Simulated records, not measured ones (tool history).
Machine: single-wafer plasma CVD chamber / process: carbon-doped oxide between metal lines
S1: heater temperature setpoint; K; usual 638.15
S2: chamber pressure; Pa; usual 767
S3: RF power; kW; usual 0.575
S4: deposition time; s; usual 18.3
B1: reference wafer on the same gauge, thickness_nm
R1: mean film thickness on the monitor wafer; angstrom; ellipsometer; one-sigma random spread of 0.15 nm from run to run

run,day,S1,S2,S3,S4,B1,R1
1,0,638.15,767,0.575,18.3,86.99,972.88
2,0.388,638.15,767,0.575,18.3,86.967,973.16
# day 0.675: gauge calibrated
3,1.133,638.15,767,0.575,18.3,87.008,973.02
4,1.471,638.15,716,0.575,18.3,87.003,965.16
5,1.971,638.15,767,0.515,18.3,87.025,885.58
# day 2.712: capacitance manometer re-zeroed and calibrated
# day 2.783: thermocouple changed; heater temperature recalibrated
6,2.804,638.15,767,0.575,18.3,86.974,970.99
7,3.079,638.15,767,0.575,18.3,86.984,972.2
8,3.438,638.15,767,0.575,18.3,86.977,967.96
9,4.158,638.15,767,0.575,18.3,86.972,970.29
10,4.45,638.15,767,0.575,18.3,87.009,966.21
11,4.867,631.15,767,0.525,18.3,87.007,910.86
12,5.375,638.15,767,0.665,21.2,86.956,1250.37
# day 6.162: showerhead replaced
# day 6.221: RF generator calibrated
13,6.242,638.15,767,0.575,18.3,87.006,1019.57
14,6.354,638.15,767,0.575,21.5,87.023,1195.09
# day 6.642: gauge calibrated
15,7.017,638.15,860,0.495,18.3,87.004,908.41
16,7.312,638.15,767,0.525,18.3,87.024,944.74
17,7.571,645.15,767,0.575,18.3,87.001,1002
18,8.054,631.15,767,0.525,18.3,86.96,960.76

Expected results for the next run?
19,8.758,649.15,767,0.575,16.4,?,?

{"run 19": {"B1": 87.018, "R1": 892.41}}
The same run, on a tool lacking any hidden state, would have yielded R1 901.31 angstrom.

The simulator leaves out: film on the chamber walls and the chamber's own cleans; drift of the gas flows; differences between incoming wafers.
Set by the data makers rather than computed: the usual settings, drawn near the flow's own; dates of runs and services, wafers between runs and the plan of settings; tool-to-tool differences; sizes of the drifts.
